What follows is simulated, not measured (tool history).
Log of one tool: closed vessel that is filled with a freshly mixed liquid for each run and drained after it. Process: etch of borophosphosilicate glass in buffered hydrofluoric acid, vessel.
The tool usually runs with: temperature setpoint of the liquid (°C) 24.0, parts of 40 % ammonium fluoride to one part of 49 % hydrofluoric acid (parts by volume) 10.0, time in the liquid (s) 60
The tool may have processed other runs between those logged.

run,hour,temperature setpoint of the liquid (°C),parts of 40 % ammonium fluoride to one part of 49 % hydrofluoric acid (parts by volume),time in the liquid (s),wafers since the last listed run,hours since the thermometer was replaced,hours since the hydrofluoric acid flow meter was replaced,hours since the gauge calibration,"read-back film thickness of the borophosphosilicate glass reference wafer, read on the same gauge (nm)",thickness taken off the borophosphosilicate glass on a monitor wafer (Å)
1,0.0,24.0,10.0,60,0,1233.1,1711.7,81.9,89.96,1304.2
2,11.1,24.0,10.0,60,701,1244.2,1722.8,93.0,90.03,1316.1
3,27.4,24.0,10.0,70,1030,1260.5,1739.1,109.3,90.00,1531.4
4,34.3,24.0,10.0,70,436,1267.4,1746.0,116.2,90.05,1526.8
5,44.3,24.0,10.0,70,631,1277.4,1756.0,126.2,90.00,1535.3
6,57.7,24.0,10.0,50,846,1290.8,1769.4,139.6,90.01,1100.0
7,73.1,24.0,10.0,50,973,1306.2,1784.8,155.0,89.99,1099.2
8,79.2,24.0,8.0,60,385,1312.3,1790.9,161.1,90.03,1592.9
9,95.4,24.0,8.0,60,1023,1328.5,1807.1,177.3,89.98,1604.5
# hour 99.0: thermometer replaced
10,104.2,28.0,10.0,60,492,5.2,1815.9,186.1,90.01,1742.9
11,113.9,25.5,8.5,75,612,14.9,1825.6,195.8,90.06,2176.1
# hour 121.0: gauge calibrated
12,127.0,24.0,10.0,60,827,28.0,1838.7,6.0,90.03,1408.6
13,137.3,24.0,14.0,75,650,38.3,1849.0,16.3,90.06,1265.2
# hour 139.0: thermometer replaced, repeated, since the last time left the tool worse
14,147.4,24.0,10.0,30,575,8.4,1859.1,26.4,90.03,602.1
15,161.5,24.0,13.5,70,891,22.5,1873.2,40.5,89.96,1039.5
16,179.4,21.0,8.0,75,1131,40.4,1891.1,58.4,90.01,1539.3
# hour 181.6: hydrofluoric acid flow meter replaced
17,195.3,27.0,13.0,95,941,56.3,13.7,74.3,90.01,1719.8
18,206.2,20.5,10.0,30,688,67.2,24.6,85.2,90.02,498.7
19,240.5,20.5,10.0,60,2167,101.5,58.9,119.5,90.03,999.0
20,249.1,21.0,10.0,60,543,110.1,67.5,128.1,89.98,1018.9
21,260.6,25.5,8.5,75,726,121.6,79.0,139.6,89.99,1852.3

Predict each of these 5 candidate next runs independently; none follows another, all start after run 21:
A,261.3,21.5,10.0,60,44,122.3,79.7,140.3,?,?
B,261.3,20.5,10.0,75,44,122.3,79.7,140.3,?,?
C,261.3,28.5,13.5,60,44,122.3,79.7,140.3,?,?
D,261.3,24.0,10.0,80,44,122.3,79.7,140.3,?,?
E,261.3,28.0,8.5,60,44,122.3,79.7,140.3,?,?

run,"read-back film thickness of the borophosphosilicate glass reference wafer, read on the same gauge (nm)",thickness taken off the borophosphosilicate glass on a monitor wafer (Å)
A,89.99,1050.5
B,89.99,1243.1
C,89.99,1137.9
D,89.99,1604.0
E,89.99,1693.6
The same runs, with their run-to-run variation unchanged, on a tool lacking any hidden condition would have given:
run,thickness taken off the borophosphosilicate glass on a monitor wafer (Å)
A,1031.7
B,1220.8
C,1118.4
D,1575.7
E,1664.5
